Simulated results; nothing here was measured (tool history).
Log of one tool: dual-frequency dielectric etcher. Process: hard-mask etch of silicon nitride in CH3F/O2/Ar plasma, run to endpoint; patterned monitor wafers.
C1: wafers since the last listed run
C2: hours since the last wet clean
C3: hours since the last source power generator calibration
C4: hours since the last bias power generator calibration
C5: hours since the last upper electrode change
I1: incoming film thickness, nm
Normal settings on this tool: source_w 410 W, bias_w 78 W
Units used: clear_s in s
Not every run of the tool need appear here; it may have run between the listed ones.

{"run": 1, "hour": 0.0, "source_w": 410, "bias_w": 78, "C1": 0, "C2": 325.7, "C3": 2741.9, "C4": 3853.1, "C5": 4326.6, "I1": 29.08, "clear_s": 42.2}
{"run": 2, "hour": 8.3, "source_w": 410, "bias_w": 78, "C1": 113, "C2": 334, "C3": 2750.2, "C4": 3861.4, "C5": 4334.9, "I1": 29.21, "clear_s": 42.1}
{"run": 3, "hour": 24.4, "source_w": 410, "bias_w": 78, "C1": 220, "C2": 350.1, "C3": 2766.3, "C4": 3877.5, "C5": 4351, "I1": 29.17, "clear_s": 41.7}
{"run": 4, "hour": 34.5, "source_w": 410, "bias_w": 64, "C1": 138, "C2": 360.2, "C3": 2776.4, "C4": 3887.6, "C5": 4361.1, "I1": 29.15, "clear_s": 43.9}
{"run": 5, "hour": 51.1, "source_w": 410, "bias_w": 64, "C1": 226, "C2": 376.8, "C3": 2793, "C4": 3904.2, "C5": 4377.7, "I1": 29.1, "clear_s": 43.8}
{"run": 6, "hour": 57.9, "source_w": 410, "bias_w": 64, "C1": 92, "C2": 383.6, "C3": 2799.8, "C4": 3911, "C5": 4384.5, "I1": 29.35, "clear_s": 43.8}
{"run": 7, "hour": 75.7, "source_w": 410, "bias_w": 78, "C1": 243, "C2": 401.4, "C3": 2817.6, "C4": 3928.8, "C5": 4402.3, "I1": 28.93, "clear_s": 41.3}
{"hour": 80.3, "done": "bias power generator calibrated"}
{"run": 8, "hour": 90.1, "source_w": 410, "bias_w": 78, "C1": 142, "C2": 415.8, "C3": 2832, "C4": 9.8, "C5": 4416.7, "I1": 29.02, "clear_s": 41.8}
{"run": 9, "hour": 106.0, "source_w": 410, "bias_w": 78, "C1": 217, "C2": 431.7, "C3": 2847.9, "C4": 25.7, "C5": 4432.6, "I1": 29.08, "clear_s": 41.4}
{"run": 10, "hour": 114.9, "source_w": 410, "bias_w": 78, "C1": 121, "C2": 440.6, "C3": 2856.8, "C4": 34.6, "C5": 4441.5, "I1": 29.2, "clear_s": 41.3}
{"run": 11, "hour": 130.3, "source_w": 410, "bias_w": 78, "C1": 210, "C2": 456, "C3": 2872.2, "C4": 50, "C5": 4456.9, "I1": 29.5, "clear_s": 41.8}
{"hour": 156.1, "done": "upper electrode replaced"}
{"hour": 163.1, "done": "wet clean of the chamber"}
{"hour": 163.4, "done": "source power generator calibrated"}
{"run": 12, "hour": 163.9, "source_w": 410, "bias_w": 78, "C1": 30, "C2": 0.8, "C3": 0.5, "C4": 83.6, "C5": 7.8, "I1": 29.07, "clear_s": 43.1}
{"run": 13, "hour": 164.3, "source_w": 490, "bias_w": 95, "C1": 5, "C2": 1.2, "C3": 0.9, "C4": 84, "C5": 8.2, "I1": 29.02, "clear_s": 38.4}
{"run": 14, "hour": 164.6, "source_w": 440, "bias_w": 58, "C1": 4, "C2": 1.5, "C3": 1.2, "C4": 84.3, "C5": 8.5, "I1": 29.11, "clear_s": 44.5}
{"run": 15, "hour": 170.5, "source_w": 360, "bias_w": 88, "C1": 80, "C2": 7.4, "C3": 7.1, "C4": 90.2, "C5": 14.4, "I1": 29.19, "clear_s": 44.3}
{"run": 16, "hour": 177.3, "source_w": 480, "bias_w": 62, "C1": 92, "C2": 14.2, "C3": 13.9, "C4": 97, "C5": 21.2, "I1": 29.23, "clear_s": 42.5}
{"run": 17, "hour": 184.0, "source_w": 410, "bias_w": 78, "C1": 91, "C2": 20.9, "C3": 20.6, "C4": 103.7, "C5": 27.9, "I1": 29.28, "clear_s": 43.1}
{"run": 18, "hour": 193.4, "source_w": 410, "bias_w": 92, "C1": 128, "C2": 30.3, "C3": 30, "C4": 113.1, "C5": 37.3, "I1": 29.11, "clear_s": 41.3}
{"run": 19, "hour": 205.3, "source_w": 410, "bias_w": 78, "C1": 162, "C2": 42.2, "C3": 41.9, "C4": 125, "C5": 49.2, "I1": 29.2, "clear_s": 42.9}
{"run": 20, "hour": 215.4, "source_w": 410, "bias_w": 78, "C1": 138, "C2": 52.3, "C3": 52, "C4": 135.1, "C5": 59.3, "I1": 29.68, "clear_s": 43.8}
{"run": 21, "hour": 226.8, "source_w": 410, "bias_w": 96, "C1": 155, "C2": 63.7, "C3": 63.4, "C4": 146.5, "C5": 70.7, "I1": 29.22, "clear_s": 40.7}
{"run": 22, "hour": 234.0, "source_w": 470, "bias_w": 60, "C1": 98, "C2": 70.9, "C3": 70.6, "C4": 153.7, "C5": 77.9, "I1": 29.13, "clear_s": 43.1}
{"run": 23, "hour": 242.1, "source_w": 500, "bias_w": 78, "C1": 110, "C2": 79, "C3": 78.7, "C4": 161.8, "C5": 86, "I1": 29.39, "clear_s": 39.6}

5 ways to go on from here, each from the tool as it stands after run 23. What would each give?
{"run": "A", "hour": 242.5, "source_w": 440, "bias_w": 78, "C1": 5, "C2": 79.4, "C3": 79.1, "C4": 162.2, "C5": 86.4, "I1": 29.15, "clear_s": "?"}
{"run": "B", "hour": 242.5, "source_w": 480, "bias_w": 63, "C1": 5, "C2": 79.4, "C3": 79.1, "C4": 162.2, "C5": 86.4, "I1": 29.15, "clear_s": "?"}
{"run": "C", "hour": 242.5, "source_w": 500, "bias_w": 98, "C1": 5, "C2": 79.4, "C3": 79.1, "C4": 162.2, "C5": 86.4, "I1": 29.15, "clear_s": "?"}
{"run": "D", "hour": 242.5, "source_w": 440, "bias_w": 61, "C1": 5, "C2": 79.4, "C3": 79.1, "C4": 162.2, "C5": 86.4, "I1": 29.15, "clear_s": "?"}
{"run": "E", "hour": 242.5, "source_w": 450, "bias_w": 86, "C1": 5, "C2": 79.4, "C3": 79.1, "C4": 162.2, "C5": 86.4, "I1": 29.15, "clear_s": "?"}

run=A clear_s=42
run=B clear_s=42.5
run=C clear_s=37.9
run=D clear_s=44.2
run=E clear_s=40.7
Without the tool's hidden state the same runs would have given:
run=A clear_s=42.6
run=B clear_s=43.1
run=C clear_s=38.5
run=D clear_s=44.9
run=E clear_s=41.3

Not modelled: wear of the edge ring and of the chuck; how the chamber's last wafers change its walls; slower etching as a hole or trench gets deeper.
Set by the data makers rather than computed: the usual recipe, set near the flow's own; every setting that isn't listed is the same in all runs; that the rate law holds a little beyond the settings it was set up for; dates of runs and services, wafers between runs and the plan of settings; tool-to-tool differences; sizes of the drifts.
